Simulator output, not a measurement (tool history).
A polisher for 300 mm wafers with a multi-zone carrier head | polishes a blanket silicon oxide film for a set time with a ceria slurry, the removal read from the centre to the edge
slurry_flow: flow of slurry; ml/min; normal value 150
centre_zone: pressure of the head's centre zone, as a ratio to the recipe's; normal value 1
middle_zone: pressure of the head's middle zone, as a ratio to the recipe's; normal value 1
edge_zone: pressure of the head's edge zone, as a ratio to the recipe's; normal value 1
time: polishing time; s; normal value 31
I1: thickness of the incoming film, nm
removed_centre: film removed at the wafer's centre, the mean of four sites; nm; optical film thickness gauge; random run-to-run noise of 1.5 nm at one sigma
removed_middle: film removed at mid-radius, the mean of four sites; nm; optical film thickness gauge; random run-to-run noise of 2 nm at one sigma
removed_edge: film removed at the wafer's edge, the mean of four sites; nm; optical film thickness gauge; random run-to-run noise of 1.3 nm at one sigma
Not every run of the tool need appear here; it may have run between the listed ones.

{"run": 1, "hour": 0.0, "slurry_flow": 150, "centre_zone": 1, "middle_zone": 1.12, "edge_zone": 1, "time": 35, "I1": 762.9, "removed_centre": 204.7, "removed_middle": 223, "removed_edge": 207.8}
{"run": 2, "hour": 10.7, "slurry_flow": 150, "centre_zone": 1.07, "middle_zone": 1.08, "edge_zone": 1.11, "time": 31, "I1": 776.1, "removed_centre": 194.7, "removed_middle": 192.6, "removed_edge": 194.4}
{"run": 3, "hour": 28.3, "slurry_flow": 150, "centre_zone": 1, "middle_zone": 1, "edge_zone": 1, "time": 31, "I1": 781.7, "removed_centre": 180.8, "removed_middle": 179.1, "removed_edge": 180.6}
{"run": 4, "hour": 43.3, "slurry_flow": 150, "centre_zone": 1, "middle_zone": 1, "edge_zone": 1, "time": 22, "I1": 775, "removed_centre": 127.4, "removed_middle": 125.4, "removed_edge": 129.1}
{"hour": 69.5, "done": "slurry nozzle cleaned"}
{"hour": 70.4, "done": "worn pad replaced by a new one"}
{"run": 5, "hour": 95.0, "slurry_flow": 150, "centre_zone": 1, "middle_zone": 1, "edge_zone": 0.89, "time": 39, "I1": 781.6, "removed_centre": 234.4, "removed_middle": 232.3, "removed_edge": 226.7}
{"run": 6, "hour": 112.5, "slurry_flow": 175, "centre_zone": 0.95, "middle_zone": 0.92, "edge_zone": 1, "time": 36, "I1": 779.5, "removed_centre": 208.1, "removed_middle": 201.8, "removed_edge": 222}
{"run": 7, "hour": 120.7, "slurry_flow": 150, "centre_zone": 1, "middle_zone": 1, "edge_zone": 1, "time": 20, "I1": 775.1, "removed_centre": 119.6, "removed_middle": 115.5, "removed_edge": 121.5}
{"run": 8, "hour": 128.1, "slurry_flow": 150, "centre_zone": 1, "middle_zone": 1.05, "edge_zone": 1, "time": 31, "I1": 773.6, "removed_centre": 180.7, "removed_middle": 191.2, "removed_edge": 185.5}
{"run": 9, "hour": 169.0, "slurry_flow": 150, "centre_zone": 0.91, "middle_zone": 1.11, "edge_zone": 0.96, "time": 37, "I1": 785.1, "removed_centre": 197.5, "removed_middle": 230.3, "removed_edge": 213}
{"hour": 178.1, "done": "edge zone pressure recalibrated"}
{"run": 10, "hour": 186.8, "slurry_flow": 180, "centre_zone": 1, "middle_zone": 1.08, "edge_zone": 1, "time": 31, "I1": 780.2, "removed_centre": 184.6, "removed_middle": 194.1, "removed_edge": 186.1}
{"hour": 191.1, "done": "worn pad replaced by a new one"}
{"hour": 200.3, "done": "carrier head's membrane replaced by a new one"}
{"run": 11, "hour": 202.1, "slurry_flow": 195, "centre_zone": 1, "middle_zone": 1, "edge_zone": 1, "time": 31, "I1": 781.5, "removed_centre": 199.8, "removed_middle": 192.5, "removed_edge": 198}
{"run": 12, "hour": 213.5, "slurry_flow": 150, "centre_zone": 1, "middle_zone": 1, "edge_zone": 1, "time": 31, "I1": 767.8, "removed_centre": 185.7, "removed_middle": 184.9, "removed_edge": 190.2}
{"run": 13, "hour": 222.4, "slurry_flow": 190, "centre_zone": 1.07, "middle_zone": 1, "edge_zone": 1, "time": 31, "I1": 774.4, "removed_centre": 208.7, "removed_middle": 193.8, "removed_edge": 198.1}
{"run": 14, "hour": 232.6, "slurry_flow": 195, "centre_zone": 0.91, "middle_zone": 1, "edge_zone": 1, "time": 37, "I1": 789.9, "removed_centre": 213.7, "removed_middle": 230.4, "removed_edge": 233.7}
{"run": 15, "hour": 246.8, "slurry_flow": 125, "centre_zone": 1, "middle_zone": 1, "edge_zone": 1.05, "time": 23, "I1": 785.4, "removed_centre": 130.1, "removed_middle": 129.1, "removed_edge": 138.1}
{"run": 16, "hour": 260.5, "slurry_flow": 170, "centre_zone": 1, "middle_zone": 1.08, "edge_zone": 0.92, "time": 27, "I1": 781.9, "removed_centre": 167.5, "removed_middle": 174.3, "removed_edge": 157.6}
{"run": 17, "hour": 273.0, "slurry_flow": 150, "centre_zone": 1.08, "middle_zone": 1, "edge_zone": 0.91, "time": 31, "I1": 782.5, "removed_centre": 195.9, "removed_middle": 177.3, "removed_edge": 178.8}
{"run": 18, "hour": 284.9, "slurry_flow": 150, "centre_zone": 1, "middle_zone": 1, "edge_zone": 1.06, "time": 35, "I1": 779.5, "removed_centre": 206.6, "removed_middle": 202.5, "removed_edge": 217.5}
{"run": 19, "hour": 293.6, "slurry_flow": 170, "centre_zone": 1, "middle_zone": 1.09, "edge_zone": 0.95, "time": 37, "I1": 781.8, "removed_centre": 219.8, "removed_middle": 238.3, "removed_edge": 215.7}
{"run": 20, "hour": 328.2, "slurry_flow": 130, "centre_zone": 1, "middle_zone": 1, "edge_zone": 0.9, "time": 31, "I1": 779, "removed_centre": 170.7, "removed_middle": 168.5, "removed_edge": 167}
{"hour": 339.0, "done": "worn pad replaced by a new one"}
{"run": 21, "hour": 339.5, "slurry_flow": 150, "centre_zone": 1, "middle_zone": 1, "edge_zone": 1, "time": 31, "I1": 791.4, "removed_centre": 192.1, "removed_middle": 191, "removed_edge": 193.7}
{"run": 22, "hour": 348.8, "slurry_flow": 175, "centre_zone": 0.95, "middle_zone": 1, "edge_zone": 1, "time": 22, "I1": 767.4, "removed_centre": 132, "removed_middle": 136.3, "removed_edge": 139.8}
{"run": 23, "hour": 363.1, "slurry_flow": 125, "centre_zone": 1, "middle_zone": 1, "edge_zone": 1, "time": 31, "I1": 770.6, "removed_centre": 178, "removed_middle": 178.4, "removed_edge": 183.4}

Below, some changes in removed_centre between adjacent runs. For each, the amount present without the hidden state too (settings, incoming material, random variation) and the amount remaining for the hidden state with gauge scatter not shared by both compared results:
Hidden conditions of the tool in this case: removal rate lost through wear of the pad, %; slurry flow missing at the pad, %; deviation of the centre zone's pressure from its setpoint, %; deviation of the edge zone's pressure from its setpoint, %.
Run 4 -> 5: edge_zone 1 -> 0.89, time 22 -> 39, slurry nozzle cleaned, worn pad replaced by a new one. removed_centre +107 nm: hidden state +5, all else +102.
Run 6 -> 7: slurry_flow 175 -> 150, centre_zone 0.95 -> 1, middle_zone 0.92 -> 1, time 36 -> 20. removed_centre -88.5 nm: hidden state +1.8, all else -90.3.
Run 10 -> 11: slurry_flow 180 -> 195, middle_zone 1.08 -> 1, worn pad replaced by a new one, carrier head's membrane replaced by a new one. removed_centre +15.2 nm: hidden state +10.4, all else +4.8.
Run 20 -> 21: slurry_flow 130 -> 150, edge_zone 0.9 -> 1, worn pad replaced by a new one. removed_centre +21.4 nm: hidden state +12, all else +9.4.
